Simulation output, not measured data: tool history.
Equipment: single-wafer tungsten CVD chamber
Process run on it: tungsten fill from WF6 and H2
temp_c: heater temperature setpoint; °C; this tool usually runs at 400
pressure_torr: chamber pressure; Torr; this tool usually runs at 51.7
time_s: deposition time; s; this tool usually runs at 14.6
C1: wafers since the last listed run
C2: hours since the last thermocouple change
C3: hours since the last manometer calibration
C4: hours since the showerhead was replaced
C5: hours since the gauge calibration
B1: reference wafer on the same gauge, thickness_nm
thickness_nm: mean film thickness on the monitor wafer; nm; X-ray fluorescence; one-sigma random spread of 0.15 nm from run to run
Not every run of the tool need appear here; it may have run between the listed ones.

Run 1, hour 0: usual settings; C1 0; C2 1384.1; C3 2176; C4 6599.3; C5 31.4; B1 53.609. Result: thickness_nm 58.479 nm.
Run 2, hour 12.5: usual settings; C1 198; C2 1396.6; C3 2188.5; C4 6611.8; C5 43.9; B1 53.593. Result: thickness_nm 58.066 nm.
Run 3, hour 19: usual settings; C1 102; C2 1403.1; C3 2195; C4 6618.3; C5 50.4; B1 53.576. Result: thickness_nm 58.513 nm.
Run 4, hour 27.7: usual settings; C1 137; C2 1411.8; C3 2203.7; C4 6627; C5 59.1; B1 53.594. Result: thickness_nm 58.365 nm.
Run 5, hour 39.6: usual settings; C1 188; C2 1423.7; C3 2215.6; C4 6638.9; C5 71; B1 53.574. Result: thickness_nm 58.304 nm.
Run 6, hour 49: usual settings but pressure_torr 48.9 Torr, time_s 15.9 s; C1 148; C2 1433.1; C3 2225; C4 6648.3; C5 80.4; B1 53.589. Result: thickness_nm 62.144 nm.
Run 7, hour 56.6: usual settings but pressure_torr 48.9 Torr, time_s 15.9 s; C1 120; C2 1440.7; C3 2232.6; C4 6655.9; C5 88; B1 53.596. Result: thickness_nm 61.768 nm.
Run 8, hour 66.6: usual settings; C1 158; C2 1450.7; C3 2242.6; C4 6665.9; C5 98; B1 53.616. Result: thickness_nm 58.349 nm.
Run 9, hour 78.1: usual settings; C1 182; C2 1462.2; C3 2254.1; C4 6677.4; C5 109.5; B1 53.581. Result: thickness_nm 58.547 nm.
Run 10, hour 88.3: usual settings; C1 161; C2 1472.4; C3 2264.3; C4 6687.6; C5 119.7; B1 53.609. Result: thickness_nm 58.881 nm.
Run 11, hour 100.3: usual settings; C1 190; C2 1484.4; C3 2276.3; C4 6699.6; C5 131.7; B1 53.575. Result: thickness_nm 58.747 nm.
Run 12, hour 109.4: usual settings but temp_c 414 °C, pressure_torr 42.7 Torr, time_s 13.2 s; C1 144; C2 1493.5; C3 2285.4; C4 6708.7; C5 140.8; B1 53.606. Result: thickness_nm 60.19 nm.
Run 13, hour 125.6: usual settings but time_s 13 s; C1 256; C2 1509.7; C3 2301.6; C4 6724.9; C5 157; B1 53.584. Result: thickness_nm 52.263 nm.
At hour 141.2: thermocouple changed; heater temperature recalibrated.
At hour 147.6: capacitance manometer re-zeroed and calibrated.
Run 14, hour 148.1: usual settings but temp_c 415 °C, pressure_torr 45.7 Torr, time_s 17.3 s; C1 128; C2 6.9; C3 0.5; C4 6747.4; C5 179.5; B1 53.636. Result: thickness_nm 76.129 nm.
Run 15, hour 152.7: usual settings but temp_c 394 °C, pressure_torr 40.9 Torr; C1 72; C2 11.5; C3 5.1; C4 6752; C5 184.1; B1 53.633. Result: thickness_nm 44.115 nm.
Run 16, hour 170.2: usual settings but temp_c 408 °C, time_s 17.4 s; C1 277; C2 29; C3 22.6; C4 6769.5; C5 201.6; B1 53.611. Result: thickness_nm 73.236 nm.
At hour 180.6: gauge calibrated.
At hour 184: showerhead replaced, of another model than before.
Run 17, hour 184.5: usual settings; C1 99; C2 43.3; C3 36.9; C4 0.5; C5 3.9; B1 53.647. Result: thickness_nm 54.075 nm.
Run 18, hour 197: usual settings but temp_c 389 °C, pressure_torr 63.4 Torr; C1 198; C2 55.8; C3 49.4; C4 13; C5 16.4; B1 53.579. Result: thickness_nm 47.99 nm.
Run 19, hour 210.5: usual settings but temp_c 389 °C, time_s 16.9 s; C1 213; C2 69.3; C3 62.9; C4 26.5; C5 29.9; B1 53.561. Result: thickness_nm 52.445 nm.
Run 20, hour 220.5: usual settings but temp_c 412 °C, time_s 15.3 s; C1 158; C2 79.3; C3 72.9; C4 36.5; C5 39.9; B1 53.615. Result: thickness_nm 67.811 nm.
Run 21, hour 232.7: usual settings but temp_c 408 °C, time_s 11.9 s; C1 193; C2 91.5; C3 85.1; C4 48.7; C5 52.1; B1 53.629. Result: thickness_nm 50.131 nm.
Run 22, hour 245.2: usual settings; C1 198; C2 104; C3 97.6; C4 61.2; C5 64.6; B1 53.596. Result: thickness_nm 54.13 nm.
Run 23, hour 256.2: usual settings; C1 174; C2 115; C3 108.6; C4 72.2; C5 75.6; B1 53.598. Result: thickness_nm 54.121 nm.

Hidden condition of the tool, last listed run before each entry between runs versus first listed run after:
Run 13 -> run 14: thermocouple changed; heater temperature recalibrated (hour 141.2); capacitance manometer re-zeroed and calibrated (hour 147.6)
  wafer temperature above the value expected at the setpoint (K): 5.73 -> 0.205
  measured result minus the result with no hidden state, thickness_nm: +4.468 -> +0.222 nm
Run 16 -> run 17: gauge calibrated (hour 180.6); showerhead replaced, of another model than before (hour 184)
  wafer temperature above the value expected at the setpoint (K): 0.207 -> 0.209
  measured result minus the result with no hidden state, thickness_nm: +0.232 -> +0.177 nm
